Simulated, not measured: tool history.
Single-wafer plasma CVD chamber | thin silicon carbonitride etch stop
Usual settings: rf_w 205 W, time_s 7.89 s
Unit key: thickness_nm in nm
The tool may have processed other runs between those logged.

run,hour,rf_w,time_s,"read-back reference wafer on the same gauge, thickness_nm",thickness_nm
1,0,190,7.89,4.029,4.245
2,12.9,190,7.89,4.028,4.232
3,28.2,225,7.89,4.03,4.539
4,41.5,205,7.89,4.031,4.357
5,56.8,205,7.89,4.029,4.37
6,73,205,8.57,4.031,4.744
7,125.7,205,8.57,4.029,4.728
# hour 141.2: RF generator calibrated
# hour 148.6: showerhead replaced
8,149.1,205,8.57,4.027,4.948
9,149.4,235,7.44,4.031,4.538
10,153.2,235,7.44,4.031,4.54
11,161.8,180,7.89,4.031,4.301
12,169.2,205,8.83,4.03,5.092
13,179.8,230,7.89,4.029,4.758
14,188.1,230,7.89,4.029,4.769
15,201.5,175,7.89,4.03,4.247
16,209.8,175,7.89,4.031,4.239
17,232.3,175,7.89,4.031,4.243
18,242.9,205,7.89,4.031,4.549
19,254,175,7.31,4.029,3.92
# hour 262.6: thermocouple changed; heater temperature recalibrated
20,268.7,205,7.89,4.029,4.546
# hour 274: gauge calibrated
21,275.5,205,7.89,4.029,4.55
22,288.4,225,7.89,4.03,4.734
23,302,205,7.89,4.031,4.541
24,319.3,195,9.24,4.03,5.204
25,328.7,180,7.4,4.029,4.019
26,343,190,8.82,4.029,4.911
27,354.4,235,7.89,4.03,4.816
28,361.9,220,6.47,4.031,3.842
29,378.9,195,8.81,4.031,4.965
30,401.5,205,7.89,4.03,4.528
31,407.6,245,7.89,4.031,4.901
32,414.6,225,8.44,4.03,5.049
33,424.7,240,8.55,4.031,5.253
34,436.3,170,8.69,4.028,4.598
35,442.3,220,7.23,4.031,4.283

Run by run, hidden condition taken away, random variation retained:
Hidden state at play: wafer temperature above the value expected at the setpoint (K); delivered RF power above the setpoint (%); gauge reads high (%).
run,thickness_nm
1,4.42
2,4.409
3,4.734
4,4.547
5,4.565
6,4.96
7,4.959
8,4.965
9,4.554
10,4.556
11,4.315
12,5.109
13,4.775
14,4.786
15,4.261
16,4.254
17,4.258
18,4.566
19,3.934
20,4.563
21,4.567
22,4.752
23,4.559
24,5.225
25,4.036
26,4.931
27,4.837
28,3.858
29,4.987
30,4.549
31,4.924
32,5.073
33,5.278
34,4.621
35,4.305

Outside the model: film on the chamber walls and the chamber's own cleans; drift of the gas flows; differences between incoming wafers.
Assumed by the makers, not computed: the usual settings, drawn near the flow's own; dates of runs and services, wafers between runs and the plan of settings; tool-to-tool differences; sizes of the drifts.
